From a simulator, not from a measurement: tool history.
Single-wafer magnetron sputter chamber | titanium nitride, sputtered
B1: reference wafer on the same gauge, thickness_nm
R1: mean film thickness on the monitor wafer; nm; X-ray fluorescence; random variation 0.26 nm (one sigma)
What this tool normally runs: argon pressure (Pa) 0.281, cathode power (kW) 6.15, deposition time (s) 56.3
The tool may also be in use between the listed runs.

Run 1, hour 0: usual settings but deposition time (s) 53.8; B1 68.951. Result: R1 62.139 nm.
Run 2, hour 9.1: usual settings; B1 69.083. Result: R1 64.911 nm.
Run 3, hour 19.9: usual settings; B1 68.929. Result: R1 64.931 nm.
At hour 37.7: capacitance manometer re-zeroed and calibrated.
At hour 44: sputter target and shields replaced.
Run 4, hour 44.5: usual settings; B1 69.015. Result: R1 67.119 nm.
Run 5, hour 44.9: usual settings but deposition time (s) 53.5; B1 69.059. Result: R1 64.282 nm.
Run 6, hour 54.2: usual settings but argon pressure (Pa) 0.224; B1 68.992. Result: R1 69.42 nm.
Run 7, hour 66: usual settings but argon pressure (Pa) 0.224; B1 68.971. Result: R1 69.137 nm.
Run 8, hour 83.6: usual settings; B1 69.086. Result: R1 67.227 nm.
Run 9, hour 93.5: usual settings; B1 68.93. Result: R1 67.298 nm.
Run 10, hour 100.1: usual settings; B1 68.945. Result: R1 66.783 nm.
Run 11, hour 127.8: usual settings; B1 69.016. Result: R1 67.234 nm.
At hour 133.3: gauge calibrated.
Run 12, hour 143.7: usual settings; B1 69.011. Result: R1 66.719 nm.
Run 13, hour 150.8: usual settings; B1 69.083. Result: R1 66.438 nm.
Run 14, hour 157.1: usual settings but cathode power (kW) 5.2; B1 68.976. Result: R1 56.411 nm.
Run 15, hour 170.2: usual settings but argon pressure (Pa) 0.198, deposition time (s) 63.5; B1 69.064. Result: R1 77.745 nm.
Run 16, hour 176.3: usual settings but argon pressure (Pa) 0.238, cathode power (kW) 4.7; B1 69.033. Result: R1 51.898 nm.
Run 17, hour 185.4: usual settings; B1 69.005. Result: R1 66.167 nm.
Run 18, hour 194.7: usual settings; B1 68.981. Result: R1 66.843 nm.
Run 19, hour 205.1: usual settings; B1 69.008. Result: R1 66.398 nm.
Run 20, hour 219.8: usual settings but argon pressure (Pa) 0.316, deposition time (s) 47.7; B1 69.025. Result: R1 55.507 nm.
Run 21, hour 232.7: usual settings but deposition time (s) 61.1; B1 69.019. Result: R1 71.605 nm.
Run 22, hour 238.7: usual settings; B1 69.039. Result: R1 66.762 nm.
At hour 253.9: magnet pack replaced.
Run 23, hour 256.6: usual settings but argon pressure (Pa) 0.365, cathode power (kW) 7.1; B1 69.055. Result: R1 73.804 nm.
Run 24, hour 262.6: usual settings but argon pressure (Pa) 0.242; B1 69.027. Result: R1 66.75 nm.
Run 25, hour 271.2: usual settings but cathode power (kW) 7.45; B1 69.013. Result: R1 79.997 nm.
Run 26, hour 279.6: usual settings but deposition time (s) 59.7; B1 68.967. Result: R1 69.89 nm.
Run 27, hour 285.7: usual settings but argon pressure (Pa) 0.388; B1 68.863. Result: R1 63.455 nm.

The next listed run, before its measurement:
Run 28, hour 298.8: usual settings; B1 ?. Result: R1 ?.

{"run 28": {"B1": 69.102, "R1": 66.044}}
Without the tool's hidden state the same run would have given R1 67.887 nm.
